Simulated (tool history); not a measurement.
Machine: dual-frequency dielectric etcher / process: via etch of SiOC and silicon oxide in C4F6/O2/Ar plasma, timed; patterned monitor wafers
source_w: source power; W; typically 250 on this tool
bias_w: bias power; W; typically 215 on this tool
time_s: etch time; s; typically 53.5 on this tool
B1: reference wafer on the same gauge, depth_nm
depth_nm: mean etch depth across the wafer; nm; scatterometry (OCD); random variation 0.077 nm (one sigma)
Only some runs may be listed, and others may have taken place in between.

run 1 hour=0.0 | source_w=250 bias_w=250 time_s=42.5 | B1=61.4 | depth_nm=42.4
run 2 hour=52.6 | source_w=250 bias_w=215 time_s=53.5 | B1=61.4 | depth_nm=50.9
-- hour=93.7 wet clean of the chamber
run 3 hour=114.7 | source_w=250 bias_w=215 time_s=53.5 | B1=61.4 | depth_nm=51.4
-- hour=130.2 gauge calibrated
run 4 hour=174.4 | source_w=250 bias_w=215 time_s=53.5 | B1=61.4 | depth_nm=51.4
run 5 hour=215.9 | source_w=250 bias_w=215 time_s=53.5 | B1=61.4 | depth_nm=51.2
run 6 hour=243.7 | source_w=250 bias_w=215 time_s=53.5 | B1=61.4 | depth_nm=51.2
run 7 hour=278.7 | source_w=250 bias_w=215 time_s=53.5 | B1=61.4 | depth_nm=51.0
run 8 hour=341.1 | source_w=250 bias_w=215 time_s=53.5 | B1=61.4 | depth_nm=50.9
run 9 hour=392.7 | source_w=250 bias_w=215 time_s=53.5 | B1=61.4 | depth_nm=50.8
run 10 hour=433.1 | source_w=250 bias_w=215 time_s=53.5 | B1=61.4 | depth_nm=50.6
-- hour=479.0 wet clean of the chamber
run 11 hour=479.5 | source_w=250 bias_w=215 time_s=53.5 | B1=61.4 | depth_nm=51.6
-- hour=511.1 source power generator calibrated
run 12 hour=538.2 | source_w=250 bias_w=215 time_s=53.5 | B1=61.4 | depth_nm=51.7
run 13 hour=595.2 | source_w=250 bias_w=234 time_s=53.5 | B1=61.4 | depth_nm=52.6
run 14 hour=648.1 | source_w=250 bias_w=215 time_s=63.0 | B1=61.4 | depth_nm=60.5
-- hour=741.6 gauge calibrated
run 15 hour=818.1 | source_w=250 bias_w=249 time_s=65.0 | B1=61.4 | depth_nm=64.3
-- hour=856.0 wet clean of the chamber
run 16 hour=856.5 | source_w=290 bias_w=190 time_s=49.5 | B1=61.4 | depth_nm=48.7
-- hour=902.1 upper electrode replaced
-- hour=902.8 bias power generator calibrated
run 17 hour=903.3 | source_w=220 bias_w=215 time_s=48.5 | B1=61.4 | depth_nm=44.8
run 18 hour=927.6 | source_w=250 bias_w=163 time_s=53.5 | B1=61.4 | depth_nm=47.6
run 19 hour=995.6 | source_w=250 bias_w=215 time_s=53.5 | B1=61.4 | depth_nm=51.1
run 20 hour=1066.5 | source_w=250 bias_w=215 time_s=53.5 | B1=61.4 | depth_nm=51.0
run 21 hour=1119.4 | source_w=250 bias_w=215 time_s=53.5 | B1=61.4 | depth_nm=50.8
run 22 hour=1191.2 | source_w=250 bias_w=244 time_s=38.0 | B1=61.4 | depth_nm=37.2
run 23 hour=1231.9 | source_w=270 bias_w=215 time_s=53.5 | B1=61.4 | depth_nm=51.5
-- hour=1256.7 wet clean of the chamber
run 24 hour=1297.5 | source_w=250 bias_w=215 time_s=53.5 | B1=61.4 | depth_nm=51.3
run 25 hour=1330.0 | source_w=250 bias_w=215 time_s=40.5 | B1=61.4 | depth_nm=38.7
run 26 hour=1392.3 | source_w=300 bias_w=261 time_s=39.5 | B1=61.4 | depth_nm=42.0

Measured less the same run without the tool's hidden state. The same run-to-run variation is in both; the gauge's scatter may not be:
The tool's hidden condition here consists of: etch rate over this chamber's usual, %; source power that arrives over what is set, %; bias power that arrives over what is set, %; gauge reads high (%).
run=1 depth_nm=-0.1
run=2 depth_nm=-0.4
run=3 depth_nm=+0.3
run=4 depth_nm=+0.1
run=5 depth_nm=+0.0
run=6 depth_nm=+0.0
run=7 depth_nm=-0.1
run=8 depth_nm=-0.3
run=9 depth_nm=-0.4
run=10 depth_nm=-0.6
run=11 depth_nm=+0.5
run=12 depth_nm=+0.4
run=13 depth_nm=+0.2
run=14 depth_nm=+0.1
run=15 depth_nm=-0.4
run=16 depth_nm=+0.7
run=17 depth_nm=+0.2
run=18 depth_nm=+0.0
run=19 depth_nm=-0.1
run=20 depth_nm=-0.3
run=21 depth_nm=-0.4
run=22 depth_nm=-0.4
run=23 depth_nm=-0.8
run=24 depth_nm=+0.0
run=25 depth_nm=+0.0
run=26 depth_nm=-0.2

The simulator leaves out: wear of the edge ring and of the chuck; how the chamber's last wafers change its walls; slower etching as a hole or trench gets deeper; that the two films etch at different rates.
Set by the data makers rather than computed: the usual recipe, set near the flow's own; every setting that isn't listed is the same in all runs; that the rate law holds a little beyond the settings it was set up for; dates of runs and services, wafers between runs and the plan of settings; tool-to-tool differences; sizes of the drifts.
